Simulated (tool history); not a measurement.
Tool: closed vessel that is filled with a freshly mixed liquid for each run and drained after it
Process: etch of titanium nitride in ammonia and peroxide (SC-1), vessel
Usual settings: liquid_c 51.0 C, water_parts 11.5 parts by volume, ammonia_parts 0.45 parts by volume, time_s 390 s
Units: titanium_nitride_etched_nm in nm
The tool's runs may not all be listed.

| run | hour | liquid_c | water_parts | ammonia_parts | time_s | wafers since the last listed run | hours since the thermometer was replaced | hours since the ammonia flow meter was replaced | hours since the drum of ammonia solution was connected | hours since the gauge calibration | read-back film thickness of the titanium nitride reference wafer, read on the same gauge (nm) | titanium_nitride_etched_nm |
|---|---|---|---|---|---|---|---|---|---|---|---|---|
| 1 | 0.0 | 51.0 | 11.5 | 0.45 | 390 | 0 | 2321.7 | 643.9 | 190.5 | 317.5 | 119.99 | 28.45 |
| 2 | 26.0 | 51.0 | 11.5 | 0.45 | 390 | 1368 | 2347.7 | 669.9 | 216.5 | 343.5 | 120.02 | 28.54 |
| 3 | 44.2 | 51.0 | 11.5 | 0.45 | 220 | 957 | 2365.9 | 688.1 | 234.7 | 361.7 | 119.98 | 16.08 |
| 4 | 69.9 | 51.0 | 11.5 | 0.45 | 220 | 1352 | 2391.6 | 713.8 | 260.4 | 387.4 | 120.00 | 16.10 |
| 5 | 122.3 | 51.0 | 11.5 | 0.45 | 220 | 2757 | 2444.0 | 766.2 | 312.8 | 439.8 | 120.02 | 16.07 |
| 6 | 144.2 | 51.0 | 15.5 | 0.45 | 560 | 1152 | 2465.9 | 788.1 | 334.7 | 461.7 | 120.02 | 34.96 |
| 7 | 249.6 | 51.0 | 14.5 | 0.45 | 510 | 5545 | 2571.3 | 893.5 | 440.1 | 567.1 | 119.98 | 32.69 |
| 8 | 275.1 | 46.0 | 15.5 | 0.60 | 245 | 1341 | 2596.8 | 919.0 | 465.6 | 592.6 | 119.98 | 11.27 |
| 9 | 305.5 | 55.5 | 13.5 | 0.55 | 450 | 1599 | 2627.2 | 949.4 | 496.0 | 623.0 | 119.96 | 41.85 |
| 10 | 325.5 | 51.0 | 11.5 | 0.45 | 390 | 1052 | 2647.2 | 969.4 | 516.0 | 643.0 | 120.01 | 28.12 |
| 11 | 391.4 | 51.0 | 11.5 | 0.45 | 390 | 3467 | 2713.1 | 1035.3 | 581.9 | 708.9 | 120.02 | 27.91 |
|  | 400.2 | new drum of ammonia solution connected |
| 12 | 493.9 | 58.5 | 11.5 | 0.45 | 390 | 5340 | 2815.6 | 1137.8 | 93.7 | 811.4 | 120.00 | 47.42 |
|  | 511.5 | gauge calibrated |
| 13 | 515.2 | 51.0 | 11.5 | 0.45 | 285 | 1120 | 2836.9 | 1159.1 | 115.0 | 3.7 | 119.99 | 20.78 |
|  | 531.5 | thermometer replaced |
| 14 | 540.3 | 51.0 | 11.5 | 0.45 | 540 | 1268 | 8.8 | 1184.2 | 140.1 | 28.8 | 120.02 | 40.07 |
|  | 550.8 | ammonia flow meter replaced |
| 15 | 571.0 | 54.5 | 11.5 | 0.60 | 390 | 1562 | 39.5 | 20.2 | 170.8 | 59.5 | 119.99 | 37.96 |
| 16 | 592.2 | 51.0 | 11.5 | 0.45 | 390 | 1115 | 60.7 | 41.4 | 192.0 | 80.7 | 120.01 | 28.10 |
| 17 | 607.5 | 56.0 | 11.5 | 0.45 | 570 | 805 | 76.0 | 56.7 | 207.3 | 96.0 | 120.01 | 58.67 |
| 18 | 626.5 | 51.0 | 11.5 | 0.45 | 220 | 999 | 95.0 | 75.7 | 226.3 | 115.0 | 119.98 | 15.99 |
| 19 | 641.7 | 48.5 | 8.5 | 0.50 | 290 | 799 | 110.2 | 90.9 | 241.5 | 130.2 | 119.96 | 21.31 |
| 20 | 671.8 | 60.0 | 11.5 | 0.55 | 390 | 1583 | 140.3 | 121.0 | 271.6 | 160.3 | 119.99 | 54.51 |
| 21 | 689.8 | 51.0 | 11.5 | 0.45 | 530 | 947 | 158.3 | 139.0 | 289.6 | 178.3 | 120.02 | 38.50 |
| 22 | 703.5 | 48.0 | 7.5 | 0.45 | 555 | 720 | 172.0 | 152.7 | 303.3 | 192.0 | 120.02 | 40.75 |
| 23 | 733.1 | 51.0 | 11.5 | 0.45 | 390 | 1557 | 201.6 | 182.3 | 332.9 | 221.6 | 120.02 | 28.02 |
| 24 | 760.3 | 51.0 | 11.5 | 0.45 | 390 | 1431 | 228.8 | 209.5 | 360.1 | 248.8 | 119.99 | 28.03 |
| 25 | 773.9 | 59.0 | 11.5 | 0.45 | 390 | 715 | 242.4 | 223.1 | 373.7 | 262.4 | 119.99 | 48.84 |
| 26 | 801.9 | 57.5 | 11.5 | 0.30 | 475 | 1473 | 270.4 | 251.1 | 401.7 | 290.4 | 119.99 | 50.10 |
| 27 | 830.9 | 47.5 | 11.5 | 0.45 | 390 | 1525 | 299.4 | 280.1 | 430.7 | 319.4 | 119.99 | 22.26 |

5 ways to go on from here, each from the tool as it stands after run 27. What would each give?
| A | 831.7 | 51.0 | 11.5 | 0.45 | 390 | 42 | 300.2 | 280.9 | 431.5 | 320.2 | ? | ? |
| B | 831.7 | 54.0 | 11.5 | 0.30 | 390 | 42 | 300.2 | 280.9 | 431.5 | 320.2 | ? | ? |
| C | 831.7 | 51.0 | 13.5 | 0.45 | 390 | 42 | 300.2 | 280.9 | 431.5 | 320.2 | ? | ? |
| D | 831.7 | 41.5 | 8.5 | 0.45 | 450 | 42 | 300.2 | 280.9 | 431.5 | 320.2 | ? | ? |
| E | 831.7 | 51.0 | 11.5 | 0.55 | 540 | 42 | 300.2 | 280.9 | 431.5 | 320.2 | ? | ? |

| run | read-back film thickness of the titanium nitride reference wafer, read on the same gauge (nm) | titanium_nitride_etched_nm |
|---|---|---|
| A | 119.97 | 28.24 |
| B | 119.97 | 32.20 |
| C | 119.97 | 25.90 |
| D | 119.97 | 19.39 |
| E | 119.97 | 40.54 |
Without the tool's hidden state the same runs would have given:
| run | titanium_nitride_etched_nm |
|---|---|
| A | 28.79 |
| B | 32.85 |
| C | 26.42 |
| D | 19.76 |
| E | 41.31 |
